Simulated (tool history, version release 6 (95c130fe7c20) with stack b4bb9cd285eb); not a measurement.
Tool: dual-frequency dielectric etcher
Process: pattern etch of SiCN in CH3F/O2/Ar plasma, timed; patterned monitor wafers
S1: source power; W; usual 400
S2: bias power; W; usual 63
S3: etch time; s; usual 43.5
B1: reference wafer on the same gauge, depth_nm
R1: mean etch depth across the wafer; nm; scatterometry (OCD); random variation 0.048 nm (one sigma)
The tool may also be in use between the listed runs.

run	hour	S1	S2	S3	B1	R1
1	0	400	63	43.5	18.79	16.44
2	8	400	63	43.5	18.8	16.34
3	16.1	400	51	43.5	18.81	14.69
4	31.7	400	70	43.5	18.81	17.42
5	48.3	400	70	43.5	18.81	17.32
6	60.6	400	63	43.5	18.8	16.49
7	77.2	420	63	43.5	18.79	16.94
8	93.2	400	63	43.5	18.8	16.48
9	120.2	400	63	43.5	18.8	15.93
10	120.5	400	63	43.5	18.81	15.9
11	129.7	400	63	43.5	18.8	15.96
12	146.7	400	63	43.5	18.81	15.9
13	154.2	400	63	43.5	18.79	15.84
14	160.6	400	63	43.5	18.8	15.89
15	167.6	400	63	43.5	18.79	15.94
16	177.6	400	63	43.5	18.78	16.03
17	192.4	400	63	43.5	18.8	16.02
18	198.5	310	48	43.5	18.82	12.02
19	207.1	400	63	43.5	18.78	15.93
20	251.7	400	63	51.5	18.81	19.04
21	263.2	360	63	40	18.8	13.92
22	281.2	370	78	47.5	18.81	18.82
23	290.5	320	76	31.5	18.81	11.35
24	300.2	400	63	43.5	18.8	16.19
25	310	460	79	43.5	18.81	19.39
26	318.4	400	68	43.5	18.79	16.78
27	333.3	490	63	43.5	18.78	17.92
28	344.1	400	63	43.5	18.79	16.18
29	361.7	300	63	30.5	18.79	9.69
30	367.8	400	78	49.5	18.8	20.54
31	383.3	400	48	38.5	18.8	12.49

Taken out of this log: 5 entries between the listed runs. Where each belongs, and how the hidden state differs across it:
Between runs 8 and 9: wet clean of the chamber (hour 119.7)
  etch rate over this chamber's usual, %: 4.24 -> -0.069
  measured less the result without the state, R1: +0.67 -> -0.01 nm
Between runs 15 and 16: gauge calibrated (hour 170.9)
  etch rate over this chamber's usual, %: 0.379 -> 0.474
  measured less the result without the state, R1: +0.06 -> +0.08 nm
Between runs 19 and 20: bias power generator calibrated (hour 222.1); source power generator calibrated (hour 227.5); upper electrode replaced (hour 251.2)
  etch rate over this chamber's usual, %: 0.753 -> 1.18
  measured less the result without the state, R1: +0.12 -> +0.22 nm

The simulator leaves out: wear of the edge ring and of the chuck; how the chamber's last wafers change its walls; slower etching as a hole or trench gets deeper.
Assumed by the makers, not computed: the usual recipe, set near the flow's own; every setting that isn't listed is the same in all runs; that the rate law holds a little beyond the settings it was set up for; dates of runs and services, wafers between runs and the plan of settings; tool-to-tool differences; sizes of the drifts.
